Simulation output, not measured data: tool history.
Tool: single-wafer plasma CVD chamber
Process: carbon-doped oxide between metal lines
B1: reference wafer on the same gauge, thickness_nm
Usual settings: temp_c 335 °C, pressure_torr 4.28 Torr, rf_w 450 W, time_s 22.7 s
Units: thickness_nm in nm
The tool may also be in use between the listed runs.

run 1 hour=0 | temp_c=335 pressure_torr=4.28 rf_w=450 time_s=22.7 | B1=105.859 | thickness_nm=105.641
run 2 hour=63.9 | temp_c=335 pressure_torr=4.28 rf_w=450 time_s=22.7 | B1=105.914 | thickness_nm=106.633
run 3 hour=134.5 | temp_c=335 pressure_torr=4.28 rf_w=450 time_s=22.7 | B1=105.994 | thickness_nm=106.189
run 4 hour=190.4 | temp_c=335 pressure_torr=4.28 rf_w=450 time_s=22.7 | B1=106.191 | thickness_nm=106.075
run 5 hour=267.3 | temp_c=335 pressure_torr=4.28 rf_w=450 time_s=22.7 | B1=105.981 | thickness_nm=106.589
-- hour=315.5 capacitance manometer re-zeroed and calibrated
run 6 hour=351.1 | temp_c=335 pressure_torr=4.28 rf_w=385 time_s=22.7 | B1=105.94 | thickness_nm=93.971
-- hour=386.3 gauge calibrated
run 7 hour=401.2 | temp_c=335 pressure_torr=4.28 rf_w=385 time_s=22.7 | B1=106.009 | thickness_nm=93.612
run 8 hour=459.5 | temp_c=335 pressure_torr=4.28 rf_w=450 time_s=22.7 | B1=106.239 | thickness_nm=107.165
-- hour=499.2 RF generator calibrated
run 9 hour=499.7 | temp_c=335 pressure_torr=3.8 rf_w=450 time_s=25.5 | B1=106.061 | thickness_nm=116.515
-- hour=515.5 thermocouple changed; heater temperature recalibrated
run 10 hour=591.6 | temp_c=347 pressure_torr=4.28 rf_w=450 time_s=22.7 | B1=105.866 | thickness_nm=101.961
-- hour=643.1 showerhead replaced
run 11 hour=674 | temp_c=335 pressure_torr=4.72 rf_w=450 time_s=22.7 | B1=105.664 | thickness_nm=109.023
run 12 hour=733.5 | temp_c=335 pressure_torr=4.28 rf_w=425 time_s=20.8 | B1=106.177 | thickness_nm=93.861
run 13 hour=831.5 | temp_c=335 pressure_torr=4.28 rf_w=480 time_s=21.3 | B1=105.968 | thickness_nm=103.836
run 14 hour=937.2 | temp_c=335 pressure_torr=4.28 rf_w=450 time_s=25.6 | B1=106.043 | thickness_nm=119.348
run 15 hour=982.6 | temp_c=335 pressure_torr=3.46 rf_w=450 time_s=22.7 | B1=105.604 | thickness_nm=102.284

Forecast each of these 4 alternatives for the next run:
run A hour=983 | temp_c=335 pressure_torr=4.28 rf_w=450 time_s=25.7 | B1=? | thickness_nm=?
run B hour=983 | temp_c=335 pressure_torr=4.28 rf_w=450 time_s=24.8 | B1=? | thickness_nm=?
run C hour=983 | temp_c=344 pressure_torr=4.28 rf_w=450 time_s=24.2 | B1=? | thickness_nm=?
run D hour=983 | temp_c=340 pressure_torr=4.28 rf_w=370 time_s=24.1 | B1=? | thickness_nm=?

run=A B1=105.947 thickness_nm=119.065
run=B B1=105.947 thickness_nm=114.96
run=C B1=105.947 thickness_nm=108.663
run=D B1=105.947 thickness_nm=94.14
Without the tool's hidden state the same runs would have given:
run=A thickness_nm=119.065
run=B thickness_nm=114.96
run=C thickness_nm=108.663
run=D thickness_nm=94.14

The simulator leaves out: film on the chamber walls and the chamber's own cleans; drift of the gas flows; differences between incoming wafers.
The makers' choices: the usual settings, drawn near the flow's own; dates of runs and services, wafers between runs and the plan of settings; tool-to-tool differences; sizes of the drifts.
